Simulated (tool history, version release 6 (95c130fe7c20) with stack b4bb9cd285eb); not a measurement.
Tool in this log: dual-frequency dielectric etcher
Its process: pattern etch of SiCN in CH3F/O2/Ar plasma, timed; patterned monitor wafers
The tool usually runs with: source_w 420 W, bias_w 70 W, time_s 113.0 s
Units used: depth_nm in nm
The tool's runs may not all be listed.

| run | hour | source_w | bias_w | time_s | read-back reference wafer on the same gauge, depth_nm | depth_nm |
|---|---|---|---|---|---|---|
| 1 | 0.0 | 420 | 57 | 113.0 | 53.74 | 43.87 |
| 2 | 21.0 | 420 | 57 | 113.0 | 53.62 | 43.82 |
| 3 | 99.3 | 500 | 70 | 113.0 | 53.66 | 50.53 |
| 4 | 133.5 | 420 | 70 | 91.0 | 53.74 | 38.71 |
| 5 | 160.0 | 420 | 70 | 91.0 | 53.67 | 38.61 |
| 6 | 187.8 | 420 | 70 | 91.0 | 53.68 | 38.39 |
| 7 | 201.9 | 420 | 82 | 113.0 | 53.74 | 51.28 |
|  | 214.3 | bias power generator calibrated |
| 8 | 217.0 | 420 | 70 | 113.0 | 53.68 | 47.91 |
|  | 241.4 | source power generator calibrated |
|  | 252.0 | upper electrode replaced |
|  | 252.7 | wet clean of the chamber |
| 9 | 253.2 | 370 | 70 | 126.5 | 53.57 | 49.89 |
| 10 | 271.5 | 380 | 60 | 144.5 | 53.69 | 54.59 |
|  | 277.5 | gauge calibrated |
| 11 | 298.6 | 420 | 76 | 86.5 | 53.69 | 36.90 |
| 12 | 327.7 | 470 | 70 | 113.0 | 53.77 | 48.95 |
| 13 | 339.9 | 330 | 64 | 113.0 | 53.73 | 41.77 |

Run 14 has not been measured yet. What should we expect?
| 14 | 374.5 | 380 | 70 | 136.5 | ? | ? |

{"run 14": {"read-back reference wafer on the same gauge, depth_nm": 53.75, "depth_nm": 54.86}}
With no hidden state in the tool, this same run would have given depth_nm 54.64 nm.
